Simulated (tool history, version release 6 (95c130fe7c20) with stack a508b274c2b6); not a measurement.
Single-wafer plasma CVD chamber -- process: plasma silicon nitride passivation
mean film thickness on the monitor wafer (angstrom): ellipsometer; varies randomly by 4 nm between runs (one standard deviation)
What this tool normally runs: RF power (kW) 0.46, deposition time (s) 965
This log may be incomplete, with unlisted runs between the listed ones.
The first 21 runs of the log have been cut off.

run   hour  RF power (kW)  deposition time (s)  wafers since the last listed run  hours since the last RF generator calibration  hours since the showerhead was replaced  hours since the gauge calibration  read-back reference wafer on the same gauge, thickness_nm  mean film thickness on the monitor wafer (angstrom)
     692.7  -- gauge calibrated
 22    696          0.525                 1144                               101                                          257.8                                    241.3                                3.3                                                   1489.342                                             17506.81
 23  775.8          0.485                 1142                               228                                          337.6                                    321.1                               83.1                                                   1489.324                                             17028.08
 24  790.7          0.495                  838                                42                                          352.5                                      336                                 98                                                   1490.097                                             12533.11
 25  820.2           0.46                  773                                84                                            382                                    365.5                              127.5                                                    1489.57                                             11220.75
 26  852.8          0.385                 1145                                93                                          414.6                                    398.1                              160.1                                                   1490.362                                             15519.02
 27  875.9           0.51                 1127                                66                                          437.7                                    421.2                              183.2                                                   1490.458                                             17011.18
 28  892.2          0.425                  810                                46                                            454                                    437.5                              199.5                                                   1490.321                                             11500.01
 29  911.6          0.395                  965                                55                                          473.4                                    456.9                              218.9                                                    1489.73                                             13239.52
 30  946.3          0.415                 1069                                99                                          508.1                                    491.6                              253.6                                                    1490.39                                             14946.75
 31    967           0.46                  837                                59                                          528.8                                    512.3                              274.3                                                   1490.221                                             12169.73
 32  994.5          0.435                  965                                78                                          556.3                                    539.8                              301.8                                                   1490.294                                             13757.58

What if the next run were any one of these 3? Each begins from the tool's condition after run 32:
  A  995.2           0.46                  965                                 2                                            557                                    540.5                              302.5                                                          ?                                                    ?
  B  995.2          0.425                  828                                 2                                            557                                    540.5                              302.5                                                          ?                                                    ?
  C  995.2          0.505                  796                                 2                                            557                                    540.5                              302.5                                                          ?                                                    ?

run  read-back reference wafer on the same gauge, thickness_nm  mean film thickness on the monitor wafer (angstrom)
  A                                                    1489.94                                             14034.48
  B                                                    1489.94                                             11668.99
  C                                                    1489.94                                             12002.67
What these runs would have given with no unlogged condition in the tool:
run  mean film thickness on the monitor wafer (angstrom)
  A                                             14170.94
  B                                             11782.45
  C                                             12119.38

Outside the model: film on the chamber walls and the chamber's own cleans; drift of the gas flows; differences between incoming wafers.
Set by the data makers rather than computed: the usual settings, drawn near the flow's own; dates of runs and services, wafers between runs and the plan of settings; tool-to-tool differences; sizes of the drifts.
